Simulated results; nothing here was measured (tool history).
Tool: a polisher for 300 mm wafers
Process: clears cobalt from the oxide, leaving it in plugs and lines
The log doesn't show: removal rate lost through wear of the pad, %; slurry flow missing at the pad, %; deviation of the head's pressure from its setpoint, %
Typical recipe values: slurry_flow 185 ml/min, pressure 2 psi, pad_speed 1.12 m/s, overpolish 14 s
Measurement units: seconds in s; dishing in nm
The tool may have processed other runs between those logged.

| run | day | slurry_flow | pressure | pad_speed | overpolish | wafers since the last listed run | wafers polished on this pad | hours since the slurry nozzle was cleaned | hours since the head pressure was calibrated | incoming thickness of the incoming film, nm | seconds | dishing |
|---|---|---|---|---|---|---|---|---|---|---|---|---|
| 1 | 0 | 185 | 2 | 1.12 | 14 | 0 | 13 | 257.7 | 206.1 | 301.3 | 58 | 46.9 |
| 2 | 4.212 | 160 | 2 | 1.12 | 14 | 799 | 813 | 358.8 | 307.2 | 297.3 | 59.1 | 45.7 |
| 3 | 6.462 | 160 | 2 | 1.12 | 14 | 426 | 1240 | 412.8 | 361.2 | 299.8 | 59.4 | 44.4 |
| 4 | 10.562 | 160 | 2 | 1.12 | 14 | 777 | 2018 | 511.2 | 459.6 | 304.4 | 62.8 | 45.6 |
|  | 13.533 | slurry nozzle cleaned |
| 5 | 14.112 | 185 | 2.4 | 1.12 | 14 | 665 | 2683 | 13.9 | 544.8 | 301.4 | 51 | 48.8 |
| 6 | 15.721 | 185 | 2.4 | 1.12 | 14 | 305 | 2988 | 52.5 | 583.4 | 305.4 | 53.4 | 48.9 |
| 7 | 17.275 | 185 | 2.4 | 1.12 | 14 | 294 | 3283 | 89.8 | 620.7 | 298.5 | 52.7 | 49.6 |
| 8 | 18.942 | 165 | 2 | 1.12 | 14 | 316 | 3599 | 129.8 | 660.7 | 300 | 65 | 42.8 |
| 9 | 22.717 | 165 | 2 | 1.12 | 14 | 716 | 4316 | 220.4 | 751.3 | 299.2 | 66.7 | 42.3 |
| 10 | 24.262 | 165 | 2 | 1.12 | 14 | 293 | 4609 | 257.5 | 788.4 | 304.2 | 67.7 | 42.7 |
|  | 24.95 | worn pad replaced by a new one |
| 11 | 25.825 | 185 | 2 | 1.12 | 14 | 264 | 165 | 295 | 825.9 | 296.7 | 65.4 | 42.4 |
|  | 29.017 | slurry nozzle cleaned, repeated, since the last time left the tool worse |
| 12 | 29.333 | 185 | 2 | 1.12 | 14 | 657 | 823 | 7.6 | 910.1 | 296.9 | 55.6 | 48.2 |
| 13 | 33.192 | 185 | 2 | 1.12 | 14 | 732 | 1555 | 100.2 | 1002.7 | 297.2 | 56.1 | 46.1 |
| 14 | 35.492 | 185 | 2 | 1.12 | 20 | 436 | 1991 | 155.4 | 1057.9 | 297.8 | 57.6 | 57.2 |
| 15 | 37.392 | 185 | 2 | 1.12 | 20 | 360 | 2352 | 201 | 1103.5 | 301 | 57.1 | 54.1 |
| 16 | 40.075 | 125 | 1.5 | 1.46 | 17 | 509 | 2861 | 265.4 | 1167.9 | 302.1 | 65.3 | 46.8 |
| 17 | 41.621 | 185 | 2 | 1.12 | 14 | 293 | 3154 | 302.5 | 1205 | 300.4 | 57.7 | 45.1 |
| 18 | 43.171 | 240 | 2.5 | 1.12 | 19 | 294 | 3449 | 339.7 | 1242.2 | 296 | 43.5 | 59.9 |
|  | 43.304 | head pressure recalibrated |
|  | 44.742 | worn pad replaced by a new one |
| 19 | 44.933 | 185 | 1.4 | 1.26 | 14 | 286 | 35 | 382 | 39.1 | 295.6 | 73.6 | 41.5 |
| 20 | 47.088 | 185 | 2 | 0.84 | 14 | 408 | 444 | 433.7 | 90.8 | 304.7 | 79.4 | 39.3 |
|  | 49.821 | slurry nozzle cleaned |
| 21 | 50.046 | 185 | 2 | 1.4 | 12 | 553 | 998 | 5.4 | 161.8 | 295.5 | 44.9 | 49.1 |
| 22 | 54.096 | 235 | 1.6 | 1.24 | 10 | 768 | 1766 | 102.6 | 259 | 298.2 | 62 | 35.2 |
| 23 | 55.633 | 205 | 1.8 | 1.12 | 14 | 291 | 2058 | 139.5 | 295.9 | 299.3 | 61.4 | 45.4 |
| 24 | 57.25 | 185 | 2 | 1.12 | 14 | 306 | 2365 | 178.3 | 334.7 | 303 | 57.9 | 46.3 |
| 25 | 59.904 | 160 | 2 | 1.12 | 14 | 503 | 2868 | 242 | 398.4 | 299 | 58.1 | 45.1 |
| 26 | 61.871 | 220 | 2 | 1.12 | 14 | 373 | 3241 | 289.2 | 445.6 | 295.8 | 54.4 | 46.1 |
|  | 63.883 | worn pad replaced by a new one |
| 27 | 70.221 | 185 | 2.4 | 1.4 | 14 | 1552 | 1202 | 489.6 | 646 | 294.6 | 37.8 | 55.7 |
| 28 | 72.975 | 185 | 1.7 | 1.28 | 14 | 522 | 1725 | 555.7 | 712.1 | 293.9 | 61.4 | 46.9 |
|  | 74.225 | slurry nozzle cleaned |
| 29 | 75.071 | 185 | 2.6 | 1.12 | 14 | 389 | 2114 | 20.3 | 762.4 | 300 | 43.2 | 54.5 |
| 30 | 79.446 | 185 | 2 | 1.12 | 14 | 830 | 2944 | 125.3 | 867.4 | 302.3 | 56.4 | 47.6 |
|  | 85.762 | worn pad replaced by a new one |
| 31 | 88.242 | 185 | 2 | 0.9 | 7 | 1637 | 470 | 336.4 | 1078.5 | 298.8 | 70.6 | 25.5 |
|  | 93.8 | slurry nozzle cleaned |
| 32 | 95.208 | 150 | 2 | 1.12 | 7 | 1313 | 1784 | 33.8 | 1245.7 | 300.7 | 58.6 | 28.7 |
|  | 95.321 | head pressure recalibrated |
| 33 | 97.129 | 185 | 2 | 0.9 | 10 | 348 | 2132 | 79.9 | 43.4 | 302.5 | 70.9 | 34.3 |
| 34 | 100.65 | 185 | 2 | 1.12 | 14 | 668 | 2800 | 164.4 | 127.9 | 300.8 | 57.3 | 46.4 |

4 ways to go on from here, each from the tool as it stands after run 34. What would each give?
| A | 100.671 | 185 | 2 | 1.12 | 14 | 3 | 2804 | 164.9 | 128.4 | 299 | ? | ? |
| B | 100.671 | 185 | 1.7 | 0.78 | 14 | 3 | 2804 | 164.9 | 128.4 | 299 | ? | ? |
| C | 100.671 | 210 | 2 | 0.96 | 19 | 3 | 2804 | 164.9 | 128.4 | 299 | ? | ? |
| D | 100.671 | 185 | 2 | 0.86 | 18 | 3 | 2804 | 164.9 | 128.4 | 299 | ? | ? |

| run | seconds | dishing |
|---|---|---|
| A | 55.8 | 48.4 |
| B | 94.3 | 35.2 |
| C | 63.9 | 52.7 |
| D | 72.7 | 48.2 |
With the hidden condition removed and each run's random variation left untouched, the same runs would have given:
| run | seconds | dishing |
|---|---|---|
| A | 55.2 | 48.7 |
| B | 93.2 | 35.5 |
| C | 63.2 | 53 |
| D | 71.9 | 48.5 |
